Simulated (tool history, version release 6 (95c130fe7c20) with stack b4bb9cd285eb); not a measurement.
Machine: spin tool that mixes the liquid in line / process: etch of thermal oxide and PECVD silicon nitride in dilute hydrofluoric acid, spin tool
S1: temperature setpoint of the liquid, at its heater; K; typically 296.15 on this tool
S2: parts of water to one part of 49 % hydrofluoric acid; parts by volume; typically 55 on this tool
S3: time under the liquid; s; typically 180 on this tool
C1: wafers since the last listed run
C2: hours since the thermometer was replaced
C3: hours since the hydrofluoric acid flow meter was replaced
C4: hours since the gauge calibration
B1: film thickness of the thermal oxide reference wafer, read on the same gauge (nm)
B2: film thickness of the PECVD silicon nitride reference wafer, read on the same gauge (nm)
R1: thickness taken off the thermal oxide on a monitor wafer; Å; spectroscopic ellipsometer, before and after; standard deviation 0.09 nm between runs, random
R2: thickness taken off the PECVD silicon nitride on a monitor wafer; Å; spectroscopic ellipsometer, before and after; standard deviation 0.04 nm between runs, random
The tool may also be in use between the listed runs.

| run | hour | S1 | S2 | S3 | C1 | C2 | C3 | C4 | B1 | B2 | R1 | R2 |
|---|---|---|---|---|---|---|---|---|---|---|---|---|
| 1 | 0 | 296.15 | 55 | 225 | 0 | 601.9 | 1257.3 | 294.5 | 50.02 | 60.04 | 232 | 120.7 |
| 2 | 16.4 | 296.15 | 55 | 180 | 170 | 618.3 | 1273.7 | 310.9 | 50 | 60.05 | 186.8 | 95.4 |
| 3 | 33.5 | 296.15 | 55 | 180 | 177 | 635.4 | 1290.8 | 328 | 50.01 | 60.01 | 186.2 | 96.4 |
| 4 | 43.9 | 296.15 | 55 | 180 | 108 | 645.8 | 1301.2 | 338.4 | 50.02 | 60.04 | 185.3 | 96.9 |
| 5 | 59.6 | 296.15 | 55 | 180 | 163 | 661.5 | 1316.9 | 354.1 | 49.99 | 60.01 | 186.4 | 96.7 |
| 6 | 88 | 296.15 | 55 | 180 | 295 | 689.9 | 1345.3 | 382.5 | 50 | 60 | 189.4 | 98.3 |
|  | 116.5 | gauge calibrated |
| 7 | 141.1 | 296.15 | 55 | 180 | 551 | 743 | 1398.4 | 24.6 | 49.99 | 60 | 187.4 | 99.7 |
| 8 | 154.9 | 296.15 | 55 | 180 | 143 | 756.8 | 1412.2 | 38.4 | 50.02 | 59.99 | 192 | 99.3 |
| 9 | 165.9 | 296.15 | 55 | 180 | 114 | 767.8 | 1423.2 | 49.4 | 50 | 59.96 | 189.4 | 99.4 |
| 10 | 175.2 | 296.15 | 55 | 180 | 96 | 777.1 | 1432.5 | 58.7 | 50 | 60.04 | 191 | 99.4 |
| 11 | 189.6 | 296.15 | 55 | 180 | 149 | 791.5 | 1446.9 | 73.1 | 50 | 59.95 | 189.8 | 100.4 |
| 12 | 197.2 | 296.15 | 55 | 130 | 78 | 799.1 | 1454.5 | 80.7 | 49.99 | 59.98 | 139 | 73 |
| 13 | 212.7 | 296.15 | 55 | 180 | 161 | 814.6 | 1470 | 96.2 | 50.02 | 60.07 | 192.3 | 101.8 |
| 14 | 219.6 | 296.15 | 55 | 115 | 71 | 821.5 | 1476.9 | 103.1 | 50 | 60.04 | 123.9 | 64.1 |
| 15 | 226.6 | 299.15 | 45 | 180 | 72 | 828.5 | 1483.9 | 110.1 | 49.99 | 59.95 | 268 | 151.2 |
|  | 238.6 | thermometer replaced |
|  | 253.6 | hydrofluoric acid flow meter replaced |
| 16 | 264 | 296.15 | 75 | 145 | 367 | 25.4 | 10.4 | 147.5 | 49.99 | 59.99 | 91.9 | 46.7 |
| 17 | 279.6 | 296.15 | 40 | 140 | 162 | 41 | 26 | 163.1 | 50.01 | 59.96 | 174.4 | 85.1 |
| 18 | 291.2 | 291.65 | 85 | 120 | 120 | 52.6 | 37.6 | 174.7 | 50.02 | 60.03 | 54.8 | 25.5 |
| 19 | 308.3 | 300.65 | 55 | 75 | 177 | 69.7 | 54.7 | 191.8 | 50 | 59.97 | 79.4 | 45.3 |
| 20 | 319.9 | 296.15 | 55 | 180 | 120 | 81.3 | 66.3 | 203.4 | 50 | 59.98 | 159 | 81.7 |
| 21 | 333 | 298.65 | 65 | 180 | 136 | 94.4 | 79.4 | 216.5 | 49.99 | 60.03 | 150.1 | 80.7 |
| 22 | 342.3 | 291.65 | 35 | 180 | 96 | 103.7 | 88.7 | 225.8 | 50.02 | 60.04 | 213.9 | 92.1 |
| 23 | 354 | 296.15 | 55 | 180 | 121 | 115.4 | 100.4 | 237.5 | 50.01 | 59.99 | 161.8 | 81.2 |

Each row is a separate what-if for the run after 23, all from the same tool condition, not one after another. Results?
| A | 354.5 | 296.15 | 55 | 180 | 5 | 115.9 | 100.9 | 238 | ? | ? | ? | ? |
| B | 354.5 | 293.15 | 55 | 180 | 5 | 115.9 | 100.9 | 238 | ? | ? | ? | ? |
| C | 354.5 | 296.15 | 40 | 95 | 5 | 115.9 | 100.9 | 238 | ? | ? | ? | ? |
| D | 354.5 | 296.15 | 80 | 180 | 5 | 115.9 | 100.9 | 238 | ? | ? | ? | ? |

| run | B1 | B2 | R1 | R2 |
|---|---|---|---|---|
| A | 50.02 | 59.99 | 161.6 | 81.6 |
| B | 50.02 | 59.99 | 142.6 | 66.5 |
| C | 50.02 | 59.99 | 119.6 | 58.8 |
| D | 50.02 | 59.99 | 107.7 | 56.5 |
Without the tool's hidden state the same runs would have given:
| run | R1 | R2 |
|---|---|---|
| A | 155.3 | 77.9 |
| B | 137 | 63.4 |
| C | 114.9 | 56.1 |
| D | 103.5 | 54 |
